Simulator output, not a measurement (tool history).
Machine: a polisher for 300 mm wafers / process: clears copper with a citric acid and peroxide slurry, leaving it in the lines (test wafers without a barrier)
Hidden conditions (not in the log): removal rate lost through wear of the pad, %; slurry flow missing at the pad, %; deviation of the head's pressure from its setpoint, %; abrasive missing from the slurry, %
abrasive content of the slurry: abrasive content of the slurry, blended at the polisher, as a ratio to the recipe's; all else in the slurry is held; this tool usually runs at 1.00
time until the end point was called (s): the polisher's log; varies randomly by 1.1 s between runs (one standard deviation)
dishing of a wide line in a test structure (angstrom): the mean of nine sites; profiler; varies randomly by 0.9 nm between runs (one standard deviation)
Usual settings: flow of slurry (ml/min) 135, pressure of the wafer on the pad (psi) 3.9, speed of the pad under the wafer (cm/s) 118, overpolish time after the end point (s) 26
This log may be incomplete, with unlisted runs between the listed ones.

run,hour,flow of slurry (ml/min),pressure of the wafer on the pad (psi),speed of the pad under the wafer (cm/s),abrasive content of the slurry,overpolish time after the end point (s),wafers since the last listed run,wafers polished on this pad,hours since the slurry nozzle was cleaned,hours since the head pressure was calibrated,hours since the slurry blender was calibrated,"incoming thickness of the incoming film, nm",time until the end point was called (s),dishing of a wide line in a test structure (angstrom)
1,0.0,135,3.9,118,1.00,26,0,41,378.3,186.5,166.4,374.7,105.8,659
2,21.2,135,3.9,118,1.00,26,177,219,399.5,207.7,187.6,371.8,105.3,642
3,36.0,135,3.9,118,1.00,26,123,343,414.3,222.5,202.4,375.1,106.2,659
# hour 46.9: slurry blender recalibrated
4,71.5,135,3.9,118,1.00,26,280,623,449.8,258.0,24.6,373.5,104.6,657
5,86.9,135,3.9,118,1.00,26,128,752,465.2,273.4,40.0,375.5,108.6,644
# hour 165.4: worn pad replaced by a new one
6,188.8,135,3.9,118,1.00,26,819,195,567.1,375.3,141.9,367.2,103.7,658
7,204.5,135,3.9,118,1.00,26,131,327,582.8,391.0,157.6,379.5,105.6,667
# hour 216.2: slurry blender recalibrated
8,234.2,135,3.9,118,1.00,26,231,559,612.5,420.7,18.0,378.5,107.9,654
9,256.3,135,2.6,132,1.30,37,185,744,634.6,442.8,40.1,374.2,136.7,678
10,292.2,135,4.5,130,1.00,26,300,1044,670.5,478.7,76.0,376.3,86.6,767
11,312.2,160,3.9,118,1.15,26,167,1212,690.5,498.7,96.0,382.0,108.7,657
# hour 315.8: head pressure recalibrated
12,340.4,135,3.9,118,1.00,26,219,1431,718.7,24.6,124.2,367.7,110.1,610
# hour 347.7: worn pad replaced by a new one
# hour 366.4: slurry nozzle cleaned
13,366.9,135,3.9,104,0.70,26,179,152,0.5,51.1,150.7,367.4,124.3,563
14,381.7,100,4.4,118,1.00,18,123,276,15.3,65.9,165.5,369.4,96.8,524
15,411.6,135,3.9,118,1.00,26,250,526,45.2,95.8,195.4,375.0,105.9,648
# hour 428.9: slurry blender recalibrated
16,436.2,135,3.9,118,1.00,26,189,716,69.8,120.4,7.3,375.4,105.6,648
17,470.4,100,2.9,154,1.00,26,286,1002,104.0,154.6,41.5,381.9,119.3,592
18,495.5,100,3.9,118,1.00,26,210,1212,129.1,179.7,66.6,372.3,112.8,613
19,513.0,135,3.9,118,1.00,26,146,1359,146.6,197.2,84.1,375.8,113.0,632
# hour 520.0: worn pad replaced by a new one
20,543.4,135,3.9,118,1.00,26,221,196,177.0,227.6,114.5,371.5,105.6,665
21,556.7,135,3.9,118,1.00,26,111,307,190.3,240.9,127.8,380.6,107.2,651
22,582.7,135,3.9,118,0.70,26,217,525,216.3,266.9,153.8,371.9,111.2,632
23,608.2,135,2.7,118,0.85,26,213,738,241.8,292.4,179.3,371.2,160.9,458
# hour 623.1: slurry blender recalibrated
24,642.7,135,3.9,118,0.75,16,272,1010,276.3,326.9,19.6,377.2,118.6,399
25,655.0,145,4.7,132,1.00,33,102,1113,288.6,339.2,31.9,372.3,81.2,1008
26,667.2,135,3.9,118,1.15,26,102,1215,300.8,351.4,44.1,377.2,108.5,632
27,685.2,135,3.9,92,0.75,26,150,1366,318.8,369.4,62.1,370.5,148.6,475

Hidden state, per run?
slurry flow missing at the pad, %: 0 in every run
deviation of the head's pressure from its setpoint, %: 0 in every run
abrasive missing from the slurry, %: 0 in every run
H1: removal rate lost through wear of the pad, %
run,H1
1,0.313
2,0.446
3,0.646
4,1.48
5,2.01
6,1
7,1.2
8,1.84
9,2.55
10,4.12
11,5.22
12,7.05
13,0.646
14,0.805
15,1.39
16,2.15
17,3.6
18,4.96
19,6.07
20,1.06
21,1.22
22,1.74
23,2.52
24,3.98
25,4.61
26,5.31
27,6.44
